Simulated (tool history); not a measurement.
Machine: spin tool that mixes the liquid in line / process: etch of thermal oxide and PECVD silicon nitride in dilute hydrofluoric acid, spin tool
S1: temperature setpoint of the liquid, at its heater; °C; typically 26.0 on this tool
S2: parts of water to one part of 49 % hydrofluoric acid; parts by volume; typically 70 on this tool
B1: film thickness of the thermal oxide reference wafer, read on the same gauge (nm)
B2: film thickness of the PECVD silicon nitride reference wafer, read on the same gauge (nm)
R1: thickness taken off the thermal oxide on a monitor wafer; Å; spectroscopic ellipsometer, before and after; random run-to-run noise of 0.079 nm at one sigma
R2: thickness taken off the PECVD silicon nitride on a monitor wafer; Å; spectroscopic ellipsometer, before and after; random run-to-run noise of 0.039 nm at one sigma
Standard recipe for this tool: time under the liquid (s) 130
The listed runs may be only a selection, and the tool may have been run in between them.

{"run": 1, "hour": 0.0, "S1": 25.0, "S2": 85, "time under the liquid (s)": 130, "B1": 80.04, "B2": 40.03, "R1": 66.4, "R2": 64.3}
{"run": 2, "hour": 25.9, "S1": 25.0, "S2": 85, "time under the liquid (s)": 130, "B1": 79.98, "B2": 39.97, "R1": 66.0, "R2": 64.2}
{"run": 3, "hour": 47.2, "S1": 25.0, "S2": 85, "time under the liquid (s)": 130, "B1": 80.02, "B2": 40.01, "R1": 67.4, "R2": 64.7}
{"hour": 70.6, "done": "hydrofluoric acid flow meter replaced"}
{"run": 4, "hour": 71.1, "S1": 26.0, "S2": 85, "time under the liquid (s)": 130, "B1": 79.97, "B2": 39.99, "R1": 79.2, "R2": 76.8}
{"run": 5, "hour": 83.6, "S1": 26.0, "S2": 85, "time under the liquid (s)": 130, "B1": 80.06, "B2": 39.99, "R1": 78.8, "R2": 77.1}
{"run": 6, "hour": 130.0, "S1": 26.0, "S2": 70, "time under the liquid (s)": 130, "B1": 79.94, "B2": 40.01, "R1": 97.6, "R2": 93.7}
{"run": 7, "hour": 161.2, "S1": 26.0, "S2": 95, "time under the liquid (s)": 130, "B1": 79.98, "B2": 39.99, "R1": 68.8, "R2": 68.9}
{"run": 8, "hour": 190.8, "S1": 24.5, "S2": 100, "time under the liquid (s)": 65, "B1": 80.02, "B2": 40.0, "R1": 31.1, "R2": 29.9}
{"run": 9, "hour": 209.8, "S1": 26.0, "S2": 95, "time under the liquid (s)": 65, "B1": 80.01, "B2": 39.96, "R1": 34.7, "R2": 34.7}
{"run": 10, "hour": 296.8, "S1": 30.5, "S2": 105, "time under the liquid (s)": 130, "B1": 80.0, "B2": 40.0, "R1": 72.6, "R2": 83.0}
{"run": 11, "hour": 312.9, "S1": 23.0, "S2": 70, "time under the liquid (s)": 170, "B1": 80.01, "B2": 40.04, "R1": 112.7, "R2": 101.5}
{"run": 12, "hour": 328.6, "S1": 30.5, "S2": 90, "time under the liquid (s)": 160, "B1": 79.99, "B2": 39.99, "R1": 108.5, "R2": 118.8}
{"run": 13, "hour": 359.9, "S1": 22.5, "S2": 40, "time under the liquid (s)": 65, "B1": 79.94, "B2": 40.01, "R1": 76.1, "R2": 65.1}
{"hour": 371.2, "done": "thermometer replaced"}
{"run": 14, "hour": 384.2, "S1": 28.0, "S2": 105, "time under the liquid (s)": 130, "B1": 79.99, "B2": 39.97, "R1": 62.0, "R2": 64.3}
{"run": 15, "hour": 407.8, "S1": 26.0, "S2": 70, "time under the liquid (s)": 200, "B1": 80.02, "B2": 39.97, "R1": 139.0, "R2": 129.2}
{"run": 16, "hour": 434.7, "S1": 28.5, "S2": 70, "time under the liquid (s)": 130, "B1": 79.99, "B2": 39.99, "R1": 99.0, "R2": 98.9}
{"run": 17, "hour": 458.3, "S1": 23.0, "S2": 35, "time under the liquid (s)": 70, "B1": 80.0, "B2": 40.01, "R1": 91.4, "R2": 73.3}
{"run": 18, "hour": 475.8, "S1": 26.0, "S2": 70, "time under the liquid (s)": 130, "B1": 79.96, "B2": 39.99, "R1": 89.6, "R2": 84.5}
{"run": 19, "hour": 497.5, "S1": 26.0, "S2": 70, "time under the liquid (s)": 165, "B1": 79.98, "B2": 40.02, "R1": 116.7, "R2": 107.6}
{"run": 20, "hour": 510.8, "S1": 26.0, "S2": 70, "time under the liquid (s)": 130, "B1": 80.06, "B2": 40.03, "R1": 91.4, "R2": 84.8}
{"run": 21, "hour": 529.9, "S1": 23.0, "S2": 70, "time under the liquid (s)": 65, "B1": 80.05, "B2": 40.03, "R1": 39.7, "R2": 34.7}
{"run": 22, "hour": 550.1, "S1": 25.0, "S2": 85, "time under the liquid (s)": 130, "B1": 80.02, "B2": 40.02, "R1": 70.8, "R2": 65.9}
{"run": 23, "hour": 567.4, "S1": 27.5, "S2": 45, "time under the liquid (s)": 130, "B1": 80.04, "B2": 40.0, "R1": 157.5, "R2": 146.0}
{"hour": 567.7, "done": "gauge calibrated"}
{"run": 24, "hour": 593.3, "S1": 28.0, "S2": 70, "time under the liquid (s)": 60, "B1": 79.97, "B2": 40.05, "R1": 45.3, "R2": 44.7}
{"run": 25, "hour": 609.3, "S1": 24.0, "S2": 70, "time under the liquid (s)": 130, "B1": 79.97, "B2": 40.01, "R1": 85.2, "R2": 75.0}

Below, some changes in R1 between adjacent runs. For each, the amount present without the hidden state too (settings, incoming material, random variation) and the amount remaining for the hidden state with gauge scatter not shared by both compared results:
The hidden state here: liquid hotter than its thermometer reads (K); hydrofluoric acid flow below the setpoint (%); gauge reads high (%).
Run 3 -> 4: S1 25.0 -> 26.0, hydrofluoric acid flow meter replaced. R1 +11.8 Å: hidden state +8.5, all else +3.3.
Run 13 -> 14: S1 22.5 -> 28.0, S2 40 -> 105, time under the liquid (s) 65 -> 130, thermometer replaced. R1 -14.1 Å: hidden state -5.8, all else -8.3.
Run 22 -> 23: S1 25.0 -> 27.5, S2 85 -> 45. R1 +86.7 Å: hidden state +0.0, all else +86.7.
Run 23 -> 24: S1 27.5 -> 28.0, S2 45 -> 70, time under the liquid (s) 130 -> 60, gauge calibrated. R1 -112.2 Å: hidden state +0.1, all else -112.3.
